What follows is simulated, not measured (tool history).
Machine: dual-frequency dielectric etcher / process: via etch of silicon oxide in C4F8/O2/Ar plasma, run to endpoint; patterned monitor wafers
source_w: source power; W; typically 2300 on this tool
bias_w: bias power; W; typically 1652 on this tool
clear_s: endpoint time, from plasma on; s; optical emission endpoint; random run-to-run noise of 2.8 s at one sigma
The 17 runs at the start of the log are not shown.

run	hour	source_w	bias_w	wafers since the last listed run	hours since the last wet clean	hours since the last source power generator calibration	hours since the last bias power generator calibration	hours since the last upper electrode change	incoming incoming film thickness, nm	clear_s
18	1170.8	2780	1369	428	251	3899.3	629.3	451.3	1810.3	336
19	1241.5	2670	1287	304	321.7	3970	700	522	1793.5	340.4
# hour 1254.2: source power generator calibrated
20	1320.8	2800	1272	324	401	66.6	779.3	601.3	1785.3	338.3
21	1427.7	2300	1652	460	507.9	173.5	886.2	708.2	1800.4	355.4
# hour 1455: wet clean of the chamber
22	1466.7	1870	1433	64	11.7	212.5	925.2	747.2	1778.4	368.6
23	1525.1	2020	1380	251	70.1	270.9	983.6	805.6	1816.8	374
24	1598	2770	1956	313	143	343.8	1056.5	878.5	1786.7	315.6
25	1688.8	2300	1652	391	233.8	434.6	1147.3	969.3	1800.3	349.2
26	1755.4	1750	1894	286	300.4	501.2	1213.9	1035.9	1807.8	382
27	2048.3	1890	1652	1261	593.3	794.1	1506.8	1328.8	1793.4	375.9
28	2094.5	2300	2062	198	639.5	840.3	1553	1375	1774.4	340.8
# hour 2127.5: wet clean of the chamber
29	2167.3	2860	1531	210	39.8	913.1	1625.8	1447.8	1796.7	322.3
30	2222.9	2540	1402	239	95.4	968.7	1681.4	1503.4	1795.6	343.4
31	2329.7	2700	1652	459	202.2	1075.5	1788.2	1610.2	1788.1	330.7
32	2412.2	1950	1527	355	284.7	1158	1870.7	1692.7	1787	375.5
33	2466.1	2300	1652	232	338.6	1211.9	1924.6	1746.6	1788.2	351.2
34	2561.4	2300	1652	410	433.9	1307.2	2019.9	1841.9	1790.2	348.2

Consider 5 possible next runs. They are alternatives, not a sequence: every one starts from the tool as it was left by run 34. What does each give?
A	2561.9	1760	1652	2	434.4	1307.7	2020.4	1842.4	1788.7	?
B	2561.9	2300	1365	2	434.4	1307.7	2020.4	1842.4	1788.7	?
C	2561.9	2460	1921	2	434.4	1307.7	2020.4	1842.4	1788.7	?
D	2561.9	2060	1652	2	434.4	1307.7	2020.4	1842.4	1788.7	?
E	2561.9	2300	1351	2	434.4	1307.7	2020.4	1842.4	1788.7	?

run	clear_s
A	382.7
B	359.5
C	335.5
D	363.7
E	359.9
Without the tool's hidden state the same runs would have given:
run	clear_s
A	372.2
B	349.7
C	326.4
D	353.8
E	350.1
